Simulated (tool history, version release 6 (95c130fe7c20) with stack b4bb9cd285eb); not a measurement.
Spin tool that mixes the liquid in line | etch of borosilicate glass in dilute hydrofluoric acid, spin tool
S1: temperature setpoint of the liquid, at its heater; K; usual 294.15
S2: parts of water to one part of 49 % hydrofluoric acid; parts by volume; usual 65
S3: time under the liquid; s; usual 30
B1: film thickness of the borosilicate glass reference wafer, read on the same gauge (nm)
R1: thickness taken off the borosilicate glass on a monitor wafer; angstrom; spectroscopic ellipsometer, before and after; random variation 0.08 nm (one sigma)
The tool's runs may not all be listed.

Run 1, day 0: usual settings; B1 89.97. Result: R1 136.4 angstrom.
Run 2, day 1.075: usual settings; B1 89.98. Result: R1 135.3 angstrom.
Run 3, day 1.958: usual settings but S3 40 s; B1 90.03. Result: R1 182.8 angstrom.
Run 4, day 2.958: usual settings but S3 40 s; B1 89.97. Result: R1 185 angstrom.
Run 5, day 3.462: usual settings but S2 90 parts by volume; B1 90. Result: R1 96.4 angstrom.
Run 6, day 4.25: usual settings but S2 90 parts by volume; B1 89.98. Result: R1 96.6 angstrom.
Run 7, day 4.883: usual settings; B1 89.96. Result: R1 138 angstrom.
Run 8, day 5.825: usual settings; B1 90.01. Result: R1 139 angstrom.
Run 9, day 6.508: usual settings; B1 90.03. Result: R1 139.2 angstrom.
Run 10, day 7.221: usual settings; B1 90.01. Result: R1 139.1 angstrom.
Run 11, day 7.921: usual settings; B1 90.03. Result: R1 140 angstrom.
Run 12, day 8.992: usual settings but S1 290.15 K, S2 40 parts by volume, S3 40 s; B1 90.01. Result: R1 260.4 angstrom.
At day 9.779: hydrofluoric acid flow meter replaced.
Run 13, day 10.271: usual settings but S1 291.15 K, S2 40 parts by volume, S3 50 s; B1 89.99. Result: R1 311 angstrom.
Run 14, day 11.046: usual settings but S1 296.65 K; B1 90.02. Result: R1 140.5 angstrom.
Run 15, day 11.938: usual settings; B1 89.98. Result: R1 127 angstrom.
Run 16, day 12.483: usual settings but S2 90 parts by volume, S3 45 s; B1 90.03. Result: R1 133.1 angstrom.
At day 13.196: thermometer replaced.
At day 13.225: gauge calibrated.
Run 17, day 13.662: usual settings but S3 15 s; B1 90.01. Result: R1 63.5 angstrom.
Run 18, day 14.538: usual settings but S1 292.65 K, S2 40 parts by volume; B1 89.98. Result: R1 199.9 angstrom.
Run 19, day 15.092: usual settings; B1 90. Result: R1 128.3 angstrom.
Run 20, day 16.254: usual settings; B1 90.01. Result: R1 128.3 angstrom.
Run 21, day 17.462: usual settings but S1 296.65 K, S2 40 parts by volume, S3 35 s; B1 90.02. Result: R1 280.2 angstrom.

Forecast each of these 4 alternatives for the next run:
Run A, day 17.479: usual settings but S2 45 parts by volume; B1 ?. Result: R1 ?.
Run B, day 17.479: usual settings but S1 291.65 K, S2 45 parts by volume, S3 45 s; B1 ?. Result: R1 ?.
Run C, day 17.479: usual settings but S1 297.15 K, S2 75 parts by volume; B1 ?. Result: R1 ?.
Run D, day 17.479: usual settings but S1 295.65 K, S2 80 parts by volume, S3 50 s; B1 ?. Result: R1 ?.

run     B1     R1
  A  90.02  190.6
  B  90.02  256.9
  C  90.02  124.8
  D  90.02  182.4
Without the tool's hidden state the same runs would have given:
run     R1
  A    183
  B  246.7
  C  119.7
  D  174.9
